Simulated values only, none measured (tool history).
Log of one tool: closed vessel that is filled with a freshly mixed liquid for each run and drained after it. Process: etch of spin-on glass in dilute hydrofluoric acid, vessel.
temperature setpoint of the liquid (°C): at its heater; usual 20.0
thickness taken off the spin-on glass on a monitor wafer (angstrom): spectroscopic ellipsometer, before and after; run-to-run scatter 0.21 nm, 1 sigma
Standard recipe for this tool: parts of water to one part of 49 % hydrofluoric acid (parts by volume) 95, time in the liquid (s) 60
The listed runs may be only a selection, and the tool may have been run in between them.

run,day,temperature setpoint of the liquid (°C),parts of water to one part of 49 % hydrofluoric acid (parts by volume),time in the liquid (s),"read-back film thickness of the spin-on glass reference wafer, read on the same gauge (nm)",thickness taken off the spin-on glass on a monitor wafer (angstrom)
1,0.000,23.5,95,60,150.00,246.1
2,3.496,23.5,95,60,150.03,249.1
3,7.129,23.5,95,60,150.02,245.4
4,11.017,20.0,65,60,149.96,322.4
5,13.550,20.0,95,60,150.01,217.1
6,25.958,20.0,95,60,149.99,219.7
7,29.075,20.0,95,60,150.00,213.9
8,32.346,20.0,95,60,150.01,214.2
9,35.467,20.0,95,60,150.01,216.6
10,37.238,20.0,95,60,149.98,222.2
11,39.046,20.0,95,60,150.00,219.3
12,41.717,20.0,95,60,149.99,221.5
# day 42.058: gauge calibrated
13,43.362,20.0,95,60,150.00,219.2
# day 46.571: thermometer replaced
14,47.321,24.5,60,75,149.98,563.9
15,49.379,17.0,55,45,150.01,268.9
16,53.629,20.0,65,40,149.99,230.9
17,57.967,20.0,115,85,150.00,262.4
18,60.283,22.0,95,50,150.02,207.1
# day 60.408: thermometer replaced, repeated, since the last time left the tool worse
# day 62.492: hydrofluoric acid flow meter replaced
19,62.662,21.5,95,60,150.01,223.3
20,65.429,20.0,95,60,149.97,211.6
21,67.404,18.5,60,60,149.99,324.4
22,71.083,17.0,95,35,150.00,111.0
23,72.758,20.0,95,30,149.99,106.1
24,75.204,22.0,95,50,150.00,187.5
25,78.296,17.5,80,30,149.97,113.0
26,82.175,23.0,65,30,149.99,181.6

What if the next run were any one of these 5? Each begins from the tool's condition after run 26:
A,82.204,20.0,95,60,?,?
B,82.204,17.0,65,30,?,?
C,82.204,20.0,95,40,?,?
D,82.204,17.0,130,35,?,?
E,82.204,20.0,115,50,?,?

run,"read-back film thickness of the spin-on glass reference wafer, read on the same gauge (nm)",thickness taken off the spin-on glass on a monitor wafer (angstrom)
A,149.96,213.7
B,149.96,142.4
C,149.96,142.5
D,149.96,77.6
E,149.96,143.9
Without the tool's hidden state the same runs would have given:
run,thickness taken off the spin-on glass on a monitor wafer (angstrom)
A,210.7
B,140.3
C,140.5
D,76.5
E,141.9
